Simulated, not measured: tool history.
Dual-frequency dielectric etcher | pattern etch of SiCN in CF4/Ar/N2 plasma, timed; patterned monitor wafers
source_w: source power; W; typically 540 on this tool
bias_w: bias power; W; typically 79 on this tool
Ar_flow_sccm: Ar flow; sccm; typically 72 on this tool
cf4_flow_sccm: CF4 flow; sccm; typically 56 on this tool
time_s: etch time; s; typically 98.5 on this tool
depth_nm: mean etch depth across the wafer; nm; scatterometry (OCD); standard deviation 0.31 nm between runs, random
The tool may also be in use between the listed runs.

| run | hour | source_w | bias_w | Ar_flow_sccm | cf4_flow_sccm | time_s | wafers since the last listed run | hours since the last wet clean | hours since the last source power generator calibration | hours since the last bias power generator calibration | hours since the last Ar flow controller change | hours since the last CF4 flow controller change | hours since the last upper electrode change | hours since the gauge calibration | read-back reference wafer on the same gauge, depth_nm | depth_nm |
|---|---|---|---|---|---|---|---|---|---|---|---|---|---|---|---|---|
| 1 | 0.0 | 540 | 79 | 79 | 56 | 98.5 | 0 | 21.9 | 2876.1 | 1869.4 | 67.0 | 1401.0 | 112.0 | 7.3 | 107.9 | 91.5 |
| 2 | 34.3 | 540 | 60 | 72 | 56 | 98.5 | 220 | 56.2 | 2910.4 | 1903.7 | 101.3 | 1435.3 | 146.3 | 41.6 | 107.9 | 87.5 |
| 3 | 67.6 | 460 | 79 | 59 | 48 | 115.5 | 214 | 89.5 | 2943.7 | 1937.0 | 134.6 | 1468.6 | 179.6 | 74.9 | 107.9 | 106.1 |
| 4 | 102.1 | 540 | 93 | 72 | 56 | 98.5 | 221 | 124.0 | 2978.2 | 1971.5 | 169.1 | 1503.1 | 214.1 | 109.4 | 107.9 | 96.3 |
|  | 110.9 | source power generator calibrated |
| 5 | 123.1 | 540 | 79 | 72 | 43 | 98.5 | 109 | 145.0 | 12.2 | 1992.5 | 190.1 | 1524.1 | 235.1 | 130.4 | 107.9 | 92.1 |
| 6 | 136.2 | 540 | 79 | 72 | 56 | 98.5 | 84 | 158.1 | 25.3 | 2005.6 | 203.2 | 1537.2 | 248.2 | 143.5 | 107.9 | 95.0 |
| 7 | 163.7 | 540 | 79 | 62 | 56 | 98.5 | 176 | 185.6 | 52.8 | 2033.1 | 230.7 | 1564.7 | 275.7 | 171.0 | 108.0 | 97.1 |
| 8 | 187.6 | 540 | 79 | 72 | 56 | 98.5 | 153 | 209.5 | 76.7 | 2057.0 | 254.6 | 1588.6 | 299.6 | 194.9 | 107.9 | 94.5 |
| 9 | 222.3 | 540 | 79 | 86 | 56 | 98.5 | 223 | 244.2 | 111.4 | 2091.7 | 289.3 | 1623.3 | 334.3 | 229.6 | 107.9 | 91.9 |
|  | 291.9 | bias power generator calibrated |
| 10 | 308.6 | 540 | 95 | 72 | 56 | 98.5 | 529 | 330.5 | 197.7 | 16.7 | 375.6 | 1709.6 | 420.6 | 315.9 | 107.9 | 98.9 |
|  | 317.8 | CF4 flow controller replaced |
| 11 | 328.0 | 410 | 89 | 81 | 56 | 98.5 | 86 | 349.9 | 217.1 | 36.1 | 395.0 | 10.2 | 440.0 | 335.3 | 107.8 | 87.4 |
| 12 | 341.1 | 540 | 85 | 72 | 65 | 98.5 | 84 | 363.0 | 230.2 | 49.2 | 408.1 | 23.3 | 453.1 | 348.4 | 107.9 | 97.9 |
| 13 | 365.2 | 460 | 79 | 72 | 56 | 98.5 | 154 | 387.1 | 254.3 | 73.3 | 432.2 | 47.4 | 477.2 | 372.5 | 107.9 | 90.5 |
| 14 | 399.1 | 540 | 79 | 72 | 56 | 98.5 | 217 | 421.0 | 288.2 | 107.2 | 466.1 | 81.3 | 511.1 | 406.4 | 108.0 | 94.8 |
| 15 | 428.9 | 540 | 79 | 61 | 69 | 114.0 | 191 | 450.8 | 318.0 | 137.0 | 495.9 | 111.1 | 540.9 | 436.2 | 107.8 | 115.5 |
| 16 | 449.0 | 540 | 79 | 72 | 56 | 82.5 | 129 | 470.9 | 338.1 | 157.1 | 516.0 | 131.2 | 561.0 | 456.3 | 107.8 | 79.6 |
| 17 | 467.8 | 540 | 79 | 72 | 52 | 98.5 | 120 | 489.7 | 356.9 | 175.9 | 534.8 | 150.0 | 579.8 | 475.1 | 107.9 | 93.8 |
| 18 | 498.8 | 540 | 87 | 72 | 45 | 98.5 | 199 | 520.7 | 387.9 | 206.9 | 565.8 | 181.0 | 610.8 | 506.1 | 107.9 | 95.4 |
|  | 524.0 | wet clean of the chamber |
| 19 | 524.5 | 490 | 79 | 66 | 56 | 76.0 | 10 | 0.5 | 413.6 | 232.6 | 591.5 | 206.7 | 636.5 | 531.8 | 107.9 | 72.0 |
| 20 | 531.1 | 590 | 97 | 72 | 56 | 78.0 | 42 | 7.1 | 420.2 | 239.2 | 598.1 | 213.3 | 643.1 | 538.4 | 107.8 | 81.9 |

Subtracting, for every run, the result it would have given without the tool's unlogged condition from the measured result gives the following. The same run-to-run variation enters both numbers; the gauge's scatter may not:
Unlogged tool condition in this case: etch rate over this chamber's usual, %; source power that arrives over what is set, %; bias power that arrives over what is set, %; Ar flow that arrives over what is set, %; CF4 flow that arrives over what is set, %; gauge reads high (%).
| run | depth_nm |
|---|---|
| 1 | -1.8 |
| 2 | -1.8 |
| 3 | -2.2 |
| 4 | -2.0 |
| 5 | -0.1 |
| 6 | +0.0 |
| 7 | -0.1 |
| 8 | -0.1 |
| 9 | +0.0 |
| 10 | -0.1 |
| 11 | -0.1 |
| 12 | -0.1 |
| 13 | -0.1 |
| 14 | -0.1 |
| 15 | -0.1 |
| 16 | +0.0 |
| 17 | -0.1 |
| 18 | -0.1 |
| 19 | -0.1 |
| 20 | -0.1 |

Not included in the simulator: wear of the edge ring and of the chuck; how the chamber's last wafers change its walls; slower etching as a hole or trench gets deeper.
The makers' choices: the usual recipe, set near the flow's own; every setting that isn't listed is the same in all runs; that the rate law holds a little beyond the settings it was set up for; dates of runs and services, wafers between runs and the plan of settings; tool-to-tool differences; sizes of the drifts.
